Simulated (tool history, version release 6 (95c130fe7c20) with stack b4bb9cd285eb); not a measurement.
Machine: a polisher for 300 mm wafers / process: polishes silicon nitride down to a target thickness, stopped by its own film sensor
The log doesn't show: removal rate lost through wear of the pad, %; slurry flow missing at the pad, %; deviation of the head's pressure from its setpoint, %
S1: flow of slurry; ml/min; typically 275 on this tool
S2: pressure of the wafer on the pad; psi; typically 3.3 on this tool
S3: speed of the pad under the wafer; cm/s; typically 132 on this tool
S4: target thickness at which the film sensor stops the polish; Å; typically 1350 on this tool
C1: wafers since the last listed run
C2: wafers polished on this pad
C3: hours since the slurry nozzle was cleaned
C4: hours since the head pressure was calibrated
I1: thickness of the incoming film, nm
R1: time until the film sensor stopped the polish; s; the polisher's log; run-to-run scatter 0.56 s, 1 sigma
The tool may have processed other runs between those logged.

run,day,S1,S2,S3,S4,C1,C2,C3,C4,I1,R1
1,0.000,275,3.3,132,1350,0,950,199.7,320.5,268.1,66.0
2,1.167,275,3.3,132,1350,342,1292,227.7,348.5,270.7,67.8
3,2.696,275,3.3,132,1350,449,1742,264.4,385.2,265.9,64.2
# day 3.812: worn pad replaced by a new one
4,4.946,275,3.3,132,1350,611,332,318.4,439.2,265.4,66.0
5,6.146,275,3.3,132,1350,352,685,347.2,468.0,270.9,68.1
6,8.188,275,3.3,132,1350,599,1284,396.2,517.0,265.3,64.7
7,10.646,275,3.3,132,1350,722,2006,455.2,576.0,269.4,68.1
# day 10.938: worn pad replaced by a new one
8,12.604,275,3.3,132,1350,526,489,502.2,623.0,268.8,66.9
9,15.246,360,3.3,160,1350,775,1265,565.6,686.4,268.1,59.1
# day 17.533: worn pad replaced by a new one
10,18.071,275,3.3,132,1350,780,158,633.4,754.2,273.0,69.3
# day 19.779: slurry nozzle cleaned
11,21.042,365,2.6,104,1000,860,1018,30.3,825.5,266.7,107.5
# day 22.054: head pressure recalibrated
12,23.971,235,3.3,132,1080,835,1854,100.6,46.0,268.2,79.7
# day 25.092: worn pad replaced by a new one
13,26.579,275,3.3,118,1750,717,436,163.2,108.6,270.0,49.7
14,29.246,320,3.3,132,1350,783,1220,227.2,172.6,267.5,65.5
15,31.421,275,3.3,132,1350,638,1858,279.4,224.8,268.8,67.4
# day 32.512: worn pad replaced by a new one
16,33.150,275,4.1,88,1180,458,187,320.9,266.3,268.5,76.2

Alternative continuations, all from the tool just after run 16; predict every row:
A,33.167,315,3.3,132,1350,4,192,321.3,266.7,269.8,?
B,33.167,275,2.7,132,1510,4,192,321.3,266.7,269.8,?
C,33.167,200,4.2,114,1750,4,192,321.3,266.7,269.8,?

run,R1
A,67.2
B,70.2
C,43.7
Take away the tool's hidden state, keep each run's random variation, and the runs would have read:
run,R1
A,65.1
B,67.8
C,41.8
